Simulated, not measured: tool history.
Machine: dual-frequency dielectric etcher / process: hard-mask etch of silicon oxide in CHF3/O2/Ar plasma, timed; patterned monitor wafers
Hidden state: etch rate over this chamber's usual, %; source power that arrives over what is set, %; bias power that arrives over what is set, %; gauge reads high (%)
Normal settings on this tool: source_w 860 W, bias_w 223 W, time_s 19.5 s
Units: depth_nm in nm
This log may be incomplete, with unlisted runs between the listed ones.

| run | hour | source_w | bias_w | time_s | wafers since the last listed run | hours since the last wet clean | hours since the last source power generator calibration | hours since the last bias power generator calibration | hours since the last upper electrode change | hours since the gauge calibration | read-back reference wafer on the same gauge, depth_nm | depth_nm |
|---|---|---|---|---|---|---|---|---|---|---|---|---|
| 1 | 0.0 | 860 | 223 | 16.0 | 0 | 71.2 | 3470.2 | 3149.2 | 1780.1 | 422.8 | 51.20 | 37.40 |
| 2 | 48.3 | 860 | 223 | 16.0 | 852 | 119.5 | 3518.5 | 3197.5 | 1828.4 | 471.1 | 51.17 | 36.76 |
| 3 | 92.8 | 860 | 252 | 19.5 | 785 | 164.0 | 3563.0 | 3242.0 | 1872.9 | 515.6 | 51.20 | 46.96 |
| 4 | 133.5 | 860 | 252 | 19.5 | 717 | 204.7 | 3603.7 | 3282.7 | 1913.6 | 556.3 | 51.18 | 46.35 |
|  | 156.9 | gauge calibrated |
| 5 | 239.4 | 730 | 223 | 22.5 | 1868 | 310.6 | 3709.6 | 3388.6 | 2019.5 | 82.5 | 51.24 | 48.64 |
| 6 | 279.2 | 730 | 223 | 22.5 | 702 | 350.4 | 3749.4 | 3428.4 | 2059.3 | 122.3 | 51.15 | 48.74 |
|  | 292.9 | bias power generator calibrated |
|  | 343.9 | source power generator calibrated |
| 7 | 367.6 | 730 | 223 | 22.5 | 1418 | 438.8 | 23.7 | 74.7 | 2147.7 | 210.7 | 51.19 | 48.37 |
| 8 | 424.9 | 860 | 223 | 16.0 | 1010 | 496.1 | 81.0 | 132.0 | 2205.0 | 268.0 | 51.27 | 36.04 |
|  | 520.0 | wet clean of the chamber |
|  | 535.9 | upper electrode replaced |
| 9 | 536.4 | 660 | 176 | 16.5 | 1262 | 16.4 | 192.5 | 243.5 | 0.5 | 379.5 | 51.18 | 31.66 |
| 10 | 546.5 | 860 | 223 | 17.5 | 178 | 26.5 | 202.6 | 253.6 | 10.6 | 389.6 | 51.19 | 40.43 |
|  | 626.4 | gauge calibrated |
| 11 | 644.7 | 1050 | 177 | 17.5 | 1732 | 124.7 | 300.8 | 351.8 | 108.8 | 18.3 | 51.17 | 39.55 |
| 12 | 752.4 | 770 | 223 | 14.0 | 1899 | 232.4 | 408.5 | 459.5 | 216.5 | 126.0 | 51.16 | 30.85 |
| 13 | 842.6 | 1000 | 271 | 18.0 | 1591 | 322.6 | 498.7 | 549.7 | 306.7 | 216.2 | 51.19 | 46.10 |
| 14 | 930.9 | 1050 | 177 | 17.5 | 1557 | 410.9 | 587.0 | 638.0 | 395.0 | 304.5 | 51.24 | 38.77 |

What if the next run were any one of these 5? Each begins from the tool's condition after run 14:
| A | 931.3 | 860 | 223 | 19.5 | 7 | 411.3 | 587.4 | 638.4 | 395.4 | 304.9 | ? | ? |
| B | 931.3 | 800 | 250 | 19.5 | 7 | 411.3 | 587.4 | 638.4 | 395.4 | 304.9 | ? | ? |
| C | 931.3 | 860 | 241 | 19.5 | 7 | 411.3 | 587.4 | 638.4 | 395.4 | 304.9 | ? | ? |
| D | 931.3 | 930 | 238 | 21.5 | 7 | 411.3 | 587.4 | 638.4 | 395.4 | 304.9 | ? | ? |
| E | 931.3 | 1030 | 174 | 19.5 | 7 | 411.3 | 587.4 | 638.4 | 395.4 | 304.9 | ? | ? |

| run | read-back reference wafer on the same gauge, depth_nm | depth_nm |
|---|---|---|
| A | 51.19 | 44.43 |
| B | 51.19 | 45.36 |
| C | 51.19 | 45.78 |
| D | 51.19 | 51.54 |
| E | 51.19 | 42.98 |
Stripped of hidden state, with their random variation kept, the same runs would have yielded:
| run | depth_nm |
|---|---|
| A | 45.45 |
| B | 46.40 |
| C | 46.83 |
| D | 52.73 |
| E | 43.97 |

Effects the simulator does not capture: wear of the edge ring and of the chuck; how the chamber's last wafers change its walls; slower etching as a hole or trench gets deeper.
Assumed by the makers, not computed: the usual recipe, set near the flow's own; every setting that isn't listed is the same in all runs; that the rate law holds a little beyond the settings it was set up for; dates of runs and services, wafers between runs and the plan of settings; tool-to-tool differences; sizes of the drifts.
